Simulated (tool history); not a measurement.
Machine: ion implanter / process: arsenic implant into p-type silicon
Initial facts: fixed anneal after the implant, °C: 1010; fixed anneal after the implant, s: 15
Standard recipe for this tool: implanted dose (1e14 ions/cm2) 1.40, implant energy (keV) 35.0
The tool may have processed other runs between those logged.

run,hour,implanted dose (1e14 ions/cm2),implant energy (keV),"read-back reference wafer on the same gauge, sheet resistance",sheet resistance of the implanted and annealed layer (ohm/square)
1,0.0,1.40,26.0,424.07,473.62
2,70.9,1.40,26.0,423.96,475.99
3,139.8,1.40,26.0,424.05,473.50
4,182.3,1.40,35.0,423.98,450.48
5,358.9,1.40,35.0,424.13,450.09
6,424.5,1.40,35.0,423.87,450.13
7,494.0,1.40,35.0,423.91,449.81
# hour 526.5: extraction supply calibrated
8,554.4,1.40,35.0,424.02,451.21
# hour 577.7: gauge calibrated
9,764.0,1.40,35.0,423.87,449.00
# hour 788.0: Faraday cup replaced and dose calibrated
10,979.7,1.40,35.0,423.94,455.07
11,1055.5,1.67,29.0,423.95,412.50
12,1126.7,1.40,35.0,423.82,454.31
13,1178.1,1.51,30.0,424.13,441.61
14,1242.6,1.74,46.5,424.03,371.13
15,1290.9,1.13,39.0,424.06,515.82
16,1341.2,1.15,35.0,423.98,519.11
17,1509.8,1.40,35.0,424.03,452.60
18,1550.8,1.59,39.0,423.98,406.73
19,1582.1,1.40,44.0,423.97,434.23
20,1616.2,1.40,35.0,423.99,451.23

State the hidden condition of the tool at each of the runs:
deviation of the true energy from its setpoint, %: 0, the same for each run
gauge reads high (%): 0, the same for each run
H1: deviation of the true dose from the Faraday cup's reading, %
run,H1
1,1.26
2,1.32
3,1.37
4,1.4
5,1.53
6,1.58
7,1.63
8,1.68
9,1.83
10,0.39
11,0.446
12,0.499
13,0.538
14,0.586
15,0.622
16,0.659
17,0.784
18,0.815
19,0.838
20,0.864

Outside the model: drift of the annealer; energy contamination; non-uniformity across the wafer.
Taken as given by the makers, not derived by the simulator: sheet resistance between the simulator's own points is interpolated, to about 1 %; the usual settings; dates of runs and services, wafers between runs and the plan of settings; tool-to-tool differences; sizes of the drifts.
